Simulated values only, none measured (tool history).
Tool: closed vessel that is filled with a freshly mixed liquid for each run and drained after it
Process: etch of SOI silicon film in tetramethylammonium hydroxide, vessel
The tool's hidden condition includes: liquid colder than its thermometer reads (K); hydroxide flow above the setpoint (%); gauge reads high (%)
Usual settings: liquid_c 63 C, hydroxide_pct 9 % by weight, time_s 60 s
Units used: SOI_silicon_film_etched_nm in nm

| run | hour | liquid_c | hydroxide_pct | time_s | wafers since the last listed run | hours since the thermometer was replaced | hours since the hydroxide flow meter was replaced | hours since the gauge calibration | read-back film thickness of the SOI silicon film reference wafer, read on the same gauge (nm) | SOI_silicon_film_etched_nm |
|---|---|---|---|---|---|---|---|---|---|---|
| 1 | 0 | 63 | 11 | 35 | 0 | 2720.8 | 999.5 | 288 | 140 | 127.37 |
| 2 | 11.5 | 63 | 9 | 60 | 988 | 2732.3 | 1011 | 299.5 | 140.02 | 235.02 |
| 3 | 17.6 | 63 | 9 | 60 | 524 | 2738.4 | 1017.1 | 305.6 | 140.02 | 232.82 |
| 4 | 26.3 | 63 | 9 | 60 | 747 | 2747.1 | 1025.8 | 314.3 | 139.98 | 234.49 |
| 5 | 33.9 | 63 | 9.5 | 60 | 653 | 2754.7 | 1033.4 | 321.9 | 139.97 | 227.88 |
| 6 | 49.9 | 63 | 9.5 | 60 | 1375 | 2770.7 | 1049.4 | 337.9 | 139.98 | 227.14 |
| 7 | 58.1 | 63 | 9.5 | 60 | 704 | 2778.9 | 1057.6 | 346.1 | 140.03 | 228.81 |
| 8 | 92.5 | 63 | 7 | 60 | 2956 | 2813.3 | 1092 | 380.5 | 140.03 | 250.83 |
| 9 | 106.2 | 63 | 7 | 60 | 1177 | 2827 | 1105.7 | 394.2 | 140.01 | 252.35 |
| 10 | 120.8 | 63 | 7 | 60 | 1254 | 2841.6 | 1120.3 | 408.8 | 140.01 | 250.09 |
| 11 | 126.9 | 63 | 9 | 60 | 524 | 2847.7 | 1126.4 | 414.9 | 139.97 | 232.1 |
| 12 | 133.6 | 63 | 9 | 60 | 575 | 2854.4 | 1133.1 | 421.6 | 139.97 | 231.7 |
| 13 | 140.3 | 63 | 9 | 60 | 575 | 2861.1 | 1139.8 | 428.3 | 140.02 | 231.48 |
| 14 | 151.4 | 63 | 7.5 | 60 | 954 | 2872.2 | 1150.9 | 439.4 | 140.04 | 245.29 |
| 15 | 169.3 | 66.5 | 9 | 90 | 1538 | 2890.1 | 1168.8 | 457.3 | 140.02 | 431.86 |
|  | 182 | hydroxide flow meter replaced |
| 16 | 182.5 | 68 | 11 | 60 | 1048 | 2903.3 | 0.5 | 470.5 | 140.02 | 291.69 |
|  | 189.3 | thermometer replaced |
| 17 | 195.5 | 63 | 9 | 60 | 1031 | 6.2 | 13.5 | 483.5 | 139.96 | 278.55 |
|  | 207.1 | gauge calibrated |
| 18 | 207.9 | 63 | 9 | 60 | 1065 | 18.6 | 25.9 | 0.8 | 140.01 | 275.39 |
| 19 | 214.8 | 60 | 8 | 35 | 593 | 25.5 | 32.8 | 7.7 | 139.97 | 137.97 |
| 20 | 221.3 | 65 | 8 | 40 | 558 | 32 | 39.3 | 14.2 | 140.02 | 213.04 |

For run 21, what comes out?
| 21 | 228.3 | 67 | 9 | 40 | 601 | 39 | 46.3 | 21.2 | ? | ? |

read-back film thickness of the SOI silicon film reference wafer, read on the same gauge (nm): 140.02
SOI_silicon_film_etched_nm: 232.63 nm
With no hidden state in the tool, this same run would have given SOI_silicon_film_etched_nm 234.16 nm.
